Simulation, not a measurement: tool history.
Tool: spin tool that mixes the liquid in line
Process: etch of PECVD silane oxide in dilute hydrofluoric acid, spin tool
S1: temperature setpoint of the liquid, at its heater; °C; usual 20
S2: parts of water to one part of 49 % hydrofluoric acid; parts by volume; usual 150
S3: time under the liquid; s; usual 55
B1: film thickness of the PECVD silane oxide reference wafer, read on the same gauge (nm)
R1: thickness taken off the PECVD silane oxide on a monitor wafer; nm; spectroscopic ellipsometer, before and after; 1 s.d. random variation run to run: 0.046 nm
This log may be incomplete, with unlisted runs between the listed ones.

run 1 day=0 | S1=20 S2=170 S3=55 | B1=90.01 | R1=4.28
run 2 day=1.638 | S1=20 S2=150 S3=55 | B1=90 | R1=4.94
run 3 day=4.004 | S1=20 S2=150 S3=55 | B1=90.02 | R1=4.89
run 4 day=5.321 | S1=20 S2=150 S3=55 | B1=89.95 | R1=4.87
run 5 day=7.996 | S1=20 S2=150 S3=55 | B1=90.02 | R1=4.94
run 6 day=10.046 | S1=20 S2=150 S3=55 | B1=90.04 | R1=4.82
run 7 day=12.408 | S1=20 S2=150 S3=55 | B1=89.97 | R1=4.83
-- day=14.654 hydrofluoric acid flow meter replaced
run 8 day=14.862 | S1=20 S2=150 S3=75 | B1=90.01 | R1=7
run 9 day=17.592 | S1=22 S2=150 S3=80 | B1=89.98 | R1=8.03
run 10 day=19.162 | S1=22 S2=150 S3=80 | B1=90.03 | R1=7.8
-- day=19.729 thermometer replaced
run 11 day=21.896 | S1=20 S2=150 S3=40 | B1=89.98 | R1=3.98
run 12 day=24.746 | S1=20 S2=150 S3=40 | B1=90.01 | R1=3.94
run 13 day=26.975 | S1=18.5 S2=150 S3=55 | B1=89.98 | R1=5.05
run 14 day=28.267 | S1=22.5 S2=185 S3=30 | B1=90.02 | R1=2.49
run 15 day=30.079 | S1=18 S2=120 S3=45 | B1=89.97 | R1=5.17
run 16 day=31.942 | S1=20 S2=175 S3=55 | B1=89.97 | R1=4.35
run 17 day=33.667 | S1=24 S2=125 S3=55 | B1=90.02 | R1=7.57
run 18 day=35.483 | S1=20 S2=150 S3=55 | B1=89.99 | R1=5.25
run 19 day=36.567 | S1=24 S2=150 S3=35 | B1=90.02 | R1=3.91
run 20 day=39.267 | S1=23.5 S2=190 S3=40 | B1=90.01 | R1=3.27
run 21 day=41.708 | S1=18 S2=120 S3=45 | B1=89.99 | R1=5.01
run 22 day=44.371 | S1=20 S2=185 S3=70 | B1=90.02 | R1=5.14
-- day=45.338 gauge calibrated
run 23 day=46.429 | S1=20 S2=150 S3=55 | B1=90.01 | R1=5.04
run 24 day=48.996 | S1=20 S2=150 S3=55 | B1=89.99 | R1=5.11
run 25 day=51.55 | S1=17.5 S2=180 S3=45 | B1=90.02 | R1=2.99
run 26 day=54.392 | S1=22.5 S2=110 S3=80 | B1=90.02 | R1=11.51
run 27 day=56.717 | S1=20 S2=90 S3=55 | B1=90.02 | R1=8.87
run 28 day=58.85 | S1=20 S2=205 S3=30 | B1=90.01 | R1=1.84
-- day=59.317 thermometer replaced
run 29 day=60.779 | S1=17.5 S2=180 S3=25 | B1=90.01 | R1=1.78
run 30 day=62.642 | S1=20 S2=150 S3=55 | B1=90 | R1=5.25
run 31 day=64.842 | S1=18 S2=170 S3=55 | B1=89.97 | R1=4.19
run 32 day=66.158 | S1=17.5 S2=190 S3=70 | B1=89.97 | R1=4.55
run 33 day=68.696 | S1=17 S2=80 S3=65 | B1=90.04 | R1=10.91
run 34 day=70.571 | S1=21.5 S2=150 S3=45 | B1=89.99 | R1=4.45

For each run, what was the tool's unlogged condition?
gauge reads high (%): 0 on each run
H1: liquid colder than its thermometer reads (K)
H2: hydrofluoric acid flow below the setpoint (%)
run=1 H1=1 H2=4.52
run=2 H1=1.08 H2=4.61
run=3 H1=1.19 H2=4.72
run=4 H1=1.25 H2=4.79
run=5 H1=1.38 H2=4.93
run=6 H1=1.48 H2=5.03
run=7 H1=1.59 H2=5.15
run=8 H1=1.71 H2=0.0378
run=9 H1=1.83 H2=0.176
run=10 H1=1.91 H2=0.255
run=11 H1=0.128 H2=0.394
run=12 H1=0.263 H2=0.538
run=13 H1=0.368 H2=0.651
run=14 H1=0.429 H2=0.716
run=15 H1=0.515 H2=0.808
run=16 H1=0.603 H2=0.902
run=17 H1=0.685 H2=0.989
run=18 H1=0.771 H2=1.08
run=19 H1=0.822 H2=1.14
run=20 H1=0.95 H2=1.27
run=21 H1=1.07 H2=1.4
run=22 H1=1.19 H2=1.53
run=23 H1=1.29 H2=1.63
run=24 H1=1.41 H2=1.76
run=25 H1=1.53 H2=1.89
run=26 H1=1.67 H2=2.04
run=27 H1=1.78 H2=2.16
run=28 H1=1.88 H2=2.26
run=29 H1=0.0987 H2=2.36
run=30 H1=0.187 H2=2.46
run=31 H1=0.291 H2=2.57
run=32 H1=0.353 H2=2.63
run=33 H1=0.473 H2=2.76
run=34 H1=0.562 H2=2.86

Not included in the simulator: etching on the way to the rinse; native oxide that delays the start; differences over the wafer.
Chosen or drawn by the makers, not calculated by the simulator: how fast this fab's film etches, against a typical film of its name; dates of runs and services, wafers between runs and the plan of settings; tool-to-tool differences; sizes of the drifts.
